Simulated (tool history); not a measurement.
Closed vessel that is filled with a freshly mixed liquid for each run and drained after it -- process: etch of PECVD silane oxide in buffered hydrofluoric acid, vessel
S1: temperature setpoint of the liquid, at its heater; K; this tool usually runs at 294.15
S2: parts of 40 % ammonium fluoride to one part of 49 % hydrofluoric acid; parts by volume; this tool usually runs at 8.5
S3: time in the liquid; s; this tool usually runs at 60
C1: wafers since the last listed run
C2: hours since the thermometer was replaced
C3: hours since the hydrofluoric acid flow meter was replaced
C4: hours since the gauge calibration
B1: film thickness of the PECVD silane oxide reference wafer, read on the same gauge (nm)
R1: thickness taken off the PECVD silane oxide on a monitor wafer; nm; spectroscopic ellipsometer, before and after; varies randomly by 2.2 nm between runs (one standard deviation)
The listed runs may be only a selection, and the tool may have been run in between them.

run 1 hour=0 | S1=294.15 S2=8.5 S3=60 | C1=0 C2=1625.5 C3=1388.4 C4=210.3 | B1=49.95 | R1=262.5
run 2 hour=99.6 | S1=294.15 S2=8.5 S3=60 | C1=9805 C2=1725.1 C3=1488 C4=309.9 | B1=49.98 | R1=259.76
run 3 hour=197.3 | S1=294.15 S2=8.5 S3=60 | C1=9618 C2=1822.8 C3=1585.7 C4=407.6 | B1=49.99 | R1=262.75
run 4 hour=268.9 | S1=294.15 S2=8.5 S3=60 | C1=7048 C2=1894.4 C3=1657.3 C4=479.2 | B1=50.02 | R1=260
run 5 hour=367.2 | S1=296.15 S2=6.5 S3=60 | C1=9677 C2=1992.7 C3=1755.6 C4=577.5 | B1=49.99 | R1=377.65
run 6 hour=443.5 | S1=296.15 S2=6.5 S3=60 | C1=7511 C2=2069 C3=1831.9 C4=653.8 | B1=49.97 | R1=374.56
run 7 hour=529.7 | S1=296.15 S2=6.5 S3=60 | C1=8485 C2=2155.2 C3=1918.1 C4=740 | B1=50.01 | R1=374.98
run 8 hour=619.6 | S1=294.15 S2=8.5 S3=60 | C1=8850 C2=2245.1 C3=2008 C4=829.9 | B1=50.02 | R1=254.97
run 9 hour=659.1 | S1=297.15 S2=8.5 S3=90 | C1=3888 C2=2284.6 C3=2047.5 C4=869.4 | B1=49.97 | R1=447.95
-- hour=732.3 thermometer replaced
-- hour=751.1 gauge calibrated
run 10 hour=757.1 | S1=290.15 S2=8.5 S3=60 | C1=9549 C2=24.8 C3=2145.5 C4=6 | B1=49.97 | R1=231.22
-- hour=1011.8 hydrofluoric acid flow meter replaced
run 11 hour=1054.9 | S1=294.15 S2=8.5 S3=60 | C1=29218 C2=322.6 C3=43.1 C4=303.8 | B1=49.98 | R1=287.74
run 12 hour=1152.8 | S1=292.65 S2=6.5 S3=60 | C1=9637 C2=420.5 C3=141 C4=401.7 | B1=50.02 | R1=341.4
run 13 hour=1233 | S1=294.15 S2=8.5 S3=60 | C1=7895 C2=500.7 C3=221.2 C4=481.9 | B1=49.98 | R1=283.89
run 14 hour=1311.5 | S1=292.65 S2=8.5 S3=60 | C1=7727 C2=579.2 C3=299.7 C4=560.4 | B1=50.01 | R1=259.44
run 15 hour=1385.7 | S1=294.15 S2=8.5 S3=60 | C1=7304 C2=653.4 C3=373.9 C4=634.6 | B1=50.02 | R1=281.53
run 16 hour=1453.6 | S1=296.15 S2=5.5 S3=30 | C1=6684 C2=721.3 C3=441.8 C4=702.5 | B1=50.01 | R1=238.62

5 ways to go on from here, each from the tool as it stands after run 16. What would each give?
run A hour=1454.3 | S1=294.15 S2=8.5 S3=60 | C1=68 C2=722 C3=442.5 C4=703.2 | B1=? | R1=?
run B hour=1454.3 | S1=298.15 S2=6 S3=40 | C1=68 C2=722 C3=442.5 C4=703.2 | B1=? | R1=?
run C hour=1454.3 | S1=296.15 S2=7.5 S3=85 | C1=68 C2=722 C3=442.5 C4=703.2 | B1=? | R1=?
run D hour=1454.3 | S1=290.15 S2=10.5 S3=35 | C1=68 C2=722 C3=442.5 C4=703.2 | B1=? | R1=?
run E hour=1454.3 | S1=290.65 S2=10.5 S3=80 | C1=68 C2=722 C3=442.5 C4=703.2 | B1=? | R1=?

run=A B1=49.97 R1=278.74
run=B B1=49.97 R1=326.59
run=C B1=49.97 R1=505.25
run=D B1=49.97 R1=108.72
run=E B1=49.97 R1=255.72
With no hidden state in the tool, these same runs would have given:
run=A R1=289.98
run=B R1=339.4
run=C R1=525.35
run=D R1=113.23
run=E R1=266.3
